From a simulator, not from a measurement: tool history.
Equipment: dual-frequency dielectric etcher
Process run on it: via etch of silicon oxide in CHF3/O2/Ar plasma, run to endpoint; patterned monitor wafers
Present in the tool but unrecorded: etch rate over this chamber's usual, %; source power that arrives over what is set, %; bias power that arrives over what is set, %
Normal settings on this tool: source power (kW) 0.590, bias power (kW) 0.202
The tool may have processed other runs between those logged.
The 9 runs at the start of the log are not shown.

| run | hour | source power (kW) | bias power (kW) | wafers since the last listed run | hours since the last wet clean | hours since the last source power generator calibration | hours since the last bias power generator calibration | hours since the last upper electrode change | incoming incoming film thickness, nm | endpoint time (s) |
|---|---|---|---|---|---|---|---|---|---|---|
|  | 343.9 | upper electrode replaced |
| 10 | 361.6 | 0.590 | 0.202 | 146 | 231.3 | 1382.0 | 2936.0 | 17.7 | 530.6 | 272.2 |
| 11 | 423.3 | 0.590 | 0.202 | 243 | 293.0 | 1443.7 | 2997.7 | 79.4 | 531.7 | 275.3 |
| 12 | 488.9 | 0.590 | 0.202 | 259 | 358.6 | 1509.3 | 3063.3 | 145.0 | 524.5 | 267.9 |
|  | 532.0 | wet clean of the chamber |
| 13 | 532.5 | 0.590 | 0.202 | 77 | 0.5 | 1552.9 | 3106.9 | 188.6 | 528.3 | 270.6 |
| 14 | 578.5 | 0.590 | 0.202 | 181 | 46.5 | 1598.9 | 3152.9 | 234.6 | 526.8 | 270.8 |
| 15 | 619.9 | 0.480 | 0.228 | 163 | 87.9 | 1640.3 | 3194.3 | 276.0 | 530.8 | 280.3 |
| 16 | 671.4 | 0.450 | 0.177 | 203 | 139.4 | 1691.8 | 3245.8 | 327.5 | 526.2 | 319.5 |
| 17 | 754.0 | 0.590 | 0.228 | 326 | 222.0 | 1774.4 | 3328.4 | 410.1 | 532.5 | 256.8 |
| 18 | 822.1 | 0.590 | 0.202 | 269 | 290.1 | 1842.5 | 3396.5 | 478.2 | 528.8 | 268.7 |
|  | 863.8 | bias power generator calibrated |
| 19 | 867.6 | 0.590 | 0.165 | 164 | 335.6 | 1888.0 | 3.8 | 523.7 | 521.6 | 291.6 |
| 20 | 932.4 | 0.590 | 0.153 | 256 | 400.4 | 1952.8 | 68.6 | 588.5 | 527.8 | 305.6 |
| 21 | 984.0 | 0.520 | 0.177 | 204 | 452.0 | 2004.4 | 120.2 | 640.1 | 521.5 | 301.5 |
|  | 1033.4 | wet clean of the chamber |
| 22 | 1033.9 | 0.590 | 0.249 | 102 | 0.5 | 2054.3 | 170.1 | 690.0 | 530.7 | 250.2 |
| 23 | 1100.6 | 0.590 | 0.215 | 263 | 67.2 | 2121.0 | 236.8 | 756.7 | 528.2 | 265.5 |
| 24 | 1218.7 | 0.590 | 0.202 | 467 | 185.3 | 2239.1 | 354.9 | 874.8 | 530.0 | 274.1 |
|  | 1223.8 | source power generator calibrated |
| 25 | 1300.4 | 0.680 | 0.202 | 307 | 267.0 | 76.6 | 436.6 | 956.5 | 531.7 | 249.8 |
| 26 | 1325.1 | 0.440 | 0.230 | 97 | 291.7 | 101.3 | 461.3 | 981.2 | 521.9 | 279.3 |
| 27 | 1376.4 | 0.590 | 0.177 | 202 | 343.0 | 152.6 | 512.6 | 1032.5 | 525.2 | 281.2 |
|  | 1433.7 | wet clean of the chamber |
| 28 | 1441.4 | 0.650 | 0.219 | 162 | 7.7 | 217.6 | 577.6 | 1097.5 | 532.0 | 249.1 |
| 29 | 1490.3 | 0.730 | 0.186 | 193 | 56.6 | 266.5 | 626.5 | 1146.4 | 532.8 | 257.0 |
| 30 | 1541.2 | 0.470 | 0.174 | 201 | 107.5 | 317.4 | 677.4 | 1197.3 | 522.9 | 309.7 |
| 31 | 1608.2 | 0.540 | 0.202 | 264 | 174.5 | 384.4 | 744.4 | 1264.3 | 530.8 | 280.7 |
| 32 | 1643.9 | 0.540 | 0.172 | 141 | 210.2 | 420.1 | 780.1 | 1300.0 | 529.7 | 298.5 |
| 33 | 1674.6 | 0.670 | 0.202 | 121 | 240.9 | 450.8 | 810.8 | 1330.7 | 528.9 | 250.7 |
| 34 | 1738.3 | 0.590 | 0.202 | 251 | 304.6 | 514.5 | 874.5 | 1394.4 | 528.6 | 267.7 |

Here are 5 independent what-if runs from the current tool condition. What would each one return?
| A | 1738.8 | 0.590 | 0.202 | 1 | 305.1 | 515.0 | 875.0 | 1394.9 | 528.2 | ? |
| B | 1738.8 | 0.660 | 0.181 | 1 | 305.1 | 515.0 | 875.0 | 1394.9 | 528.2 | ? |
| C | 1738.8 | 0.500 | 0.154 | 1 | 305.1 | 515.0 | 875.0 | 1394.9 | 528.2 | ? |
| D | 1738.8 | 0.480 | 0.250 | 1 | 305.1 | 515.0 | 875.0 | 1394.9 | 528.2 | ? |
| E | 1738.8 | 0.540 | 0.233 | 1 | 305.1 | 515.0 | 875.0 | 1394.9 | 528.2 | ? |

| run | endpoint time (s) |
|---|---|
| A | 265.5 |
| B | 266.2 |
| C | 320.5 |
| D | 262.7 |
| E | 258.5 |
Without the tool's hidden state the same runs would have given:
| run | endpoint time (s) |
|---|---|
| A | 264.1 |
| B | 264.8 |
| C | 318.8 |
| D | 261.4 |
| E | 257.1 |
